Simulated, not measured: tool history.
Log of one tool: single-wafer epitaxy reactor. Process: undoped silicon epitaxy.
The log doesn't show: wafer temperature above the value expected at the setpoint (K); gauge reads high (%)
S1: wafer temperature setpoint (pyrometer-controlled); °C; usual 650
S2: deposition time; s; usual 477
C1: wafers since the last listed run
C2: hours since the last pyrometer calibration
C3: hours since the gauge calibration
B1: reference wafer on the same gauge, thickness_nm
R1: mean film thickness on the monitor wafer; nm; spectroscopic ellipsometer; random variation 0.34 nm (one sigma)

run 1 hour=0 | S1=650 S2=477 | C1=0 C2=1438.6 C3=1882.9 | B1=91.972 | R1=76.914
run 2 hour=79.3 | S1=650 S2=477 | C1=201 C2=1517.9 C3=1962.2 | B1=92.021 | R1=76.646
run 3 hour=184.7 | S1=650 S2=477 | C1=268 C2=1623.3 C3=2067.6 | B1=91.983 | R1=76.538
run 4 hour=266.1 | S1=650 S2=501 | C1=207 C2=1704.7 C3=2149 | B1=92.06 | R1=79.157
run 5 hour=333.3 | S1=650 S2=501 | C1=170 C2=1771.9 C3=2216.2 | B1=92.16 | R1=79.965
run 6 hour=394.9 | S1=650 S2=477 | C1=156 C2=1833.5 C3=2277.8 | B1=92.015 | R1=75.76
run 7 hour=473.8 | S1=657 S2=477 | C1=200 C2=1912.4 C3=2356.7 | B1=91.991 | R1=89.06
run 8 hour=655.6 | S1=655 S2=477 | C1=462 C2=2094.2 C3=2538.5 | B1=91.961 | R1=84.075
run 9 hour=695.2 | S1=650 S2=477 | C1=100 C2=2133.8 C3=2578.1 | B1=92.092 | R1=75.749
-- hour=948.3 pyrometer calibrated
run 10 hour=975.8 | S1=650 S2=477 | C1=693 C2=27.5 C3=2858.7 | B1=91.996 | R1=77.887
run 11 hour=1017.5 | S1=641 S2=477 | C1=106 C2=69.2 C3=2900.4 | B1=92.038 | R1=63.523
-- hour=1066.9 gauge calibrated
run 12 hour=1125 | S1=650 S2=477 | C1=273 C2=176.7 C3=58.1 | B1=91.963 | R1=77.921
run 13 hour=1231.1 | S1=650 S2=477 | C1=269 C2=282.8 C3=164.2 | B1=92.033 | R1=77.575
run 14 hour=1294 | S1=650 S2=477 | C1=160 C2=345.7 C3=227.1 | B1=91.979 | R1=77.388
run 15 hour=1390.2 | S1=650 S2=477 | C1=244 C2=441.9 C3=323.3 | B1=92.013 | R1=77.649
run 16 hour=1480.2 | S1=650 S2=477 | C1=228 C2=531.9 C3=413.3 | B1=92.012 | R1=77.639
run 17 hour=1525.8 | S1=650 S2=428 | C1=116 C2=577.5 C3=458.9 | B1=92.002 | R1=69.527
run 18 hour=1606 | S1=642 S2=403 | C1=204 C2=657.7 C3=539.1 | B1=91.998 | R1=54.482
run 19 hour=1688.6 | S1=654 S2=477 | C1=210 C2=740.3 C3=621.7 | B1=91.972 | R1=83.97
run 20 hour=1744.8 | S1=650 S2=477 | C1=142 C2=796.5 C3=677.9 | B1=92.055 | R1=76.885
run 21 hour=1827.3 | S1=660 S2=447 | C1=209 C2=879 C3=760.4 | B1=92.034 | R1=90.374
run 22 hour=1952.7 | S1=643 S2=518 | C1=319 C2=1004.4 C3=885.8 | B1=92.072 | R1=71.071
run 23 hour=1994 | S1=639 S2=514 | C1=105 C2=1045.7 C3=927.1 | B1=91.924 | R1=64.121

Forecast run 24:
run 24 hour=2082.3 | S1=643 S2=477 | C1=224 C2=1134 C3=1015.4 | B1=? | R1=?

Run 24 gave B1 91.993, R1 65.209 nm.
Without the tool's hidden state the same run would have given R1 66.376 nm.
